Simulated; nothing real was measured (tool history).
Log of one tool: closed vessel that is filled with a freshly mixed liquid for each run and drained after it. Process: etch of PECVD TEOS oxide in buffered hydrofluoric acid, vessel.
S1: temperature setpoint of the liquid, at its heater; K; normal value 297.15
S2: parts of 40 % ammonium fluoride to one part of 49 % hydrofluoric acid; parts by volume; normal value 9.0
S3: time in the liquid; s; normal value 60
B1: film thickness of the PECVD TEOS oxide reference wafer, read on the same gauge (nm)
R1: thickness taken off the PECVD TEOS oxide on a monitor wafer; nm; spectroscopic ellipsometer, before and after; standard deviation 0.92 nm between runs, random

| run | hour | S1 | S2 | S3 | B1 | R1 |
|---|---|---|---|---|---|---|
| 1 | 0.0 | 297.15 | 9.0 | 75 | 70.05 | 226.93 |
| 2 | 97.0 | 297.15 | 9.0 | 75 | 69.96 | 226.47 |
| 3 | 147.5 | 294.65 | 10.5 | 60 | 70.00 | 140.30 |
| 4 | 227.6 | 294.15 | 9.0 | 60 | 69.98 | 153.19 |
| 5 | 320.9 | 294.15 | 9.0 | 60 | 69.98 | 152.03 |
| 6 | 384.1 | 297.15 | 9.0 | 60 | 70.02 | 181.56 |
| 7 | 475.6 | 297.15 | 9.0 | 60 | 70.02 | 181.52 |
| 8 | 527.3 | 297.15 | 9.0 | 60 | 69.99 | 181.82 |
| 9 | 576.5 | 297.15 | 9.0 | 60 | 70.03 | 180.36 |
|  | 628.5 | thermometer replaced |
| 10 | 692.0 | 297.15 | 6.5 | 60 | 69.98 | 254.50 |
| 11 | 734.8 | 295.15 | 11.0 | 80 | 69.99 | 183.70 |
| 12 | 815.2 | 302.15 | 6.5 | 30 | 69.98 | 164.92 |
| 13 | 855.2 | 297.15 | 10.0 | 35 | 69.99 | 97.93 |
|  | 868.7 | gauge calibrated |
|  | 871.8 | hydrofluoric acid flow meter replaced |
| 14 | 916.2 | 297.15 | 9.0 | 50 | 69.94 | 150.80 |
| 15 | 966.6 | 300.15 | 9.0 | 50 | 70.03 | 177.62 |
| 16 | 1007.9 | 297.15 | 9.0 | 60 | 69.94 | 180.61 |
| 17 | 1089.1 | 299.15 | 7.0 | 40 | 70.02 | 175.86 |
| 18 | 1179.9 | 297.15 | 9.0 | 60 | 70.02 | 178.50 |

For each run, what was the tool's unlogged condition?
liquid colder than its thermometer reads (K): 0 at every run
hydrofluoric acid flow above the setpoint (%): 0 at every run
gauge reads high (%): 0 at every run
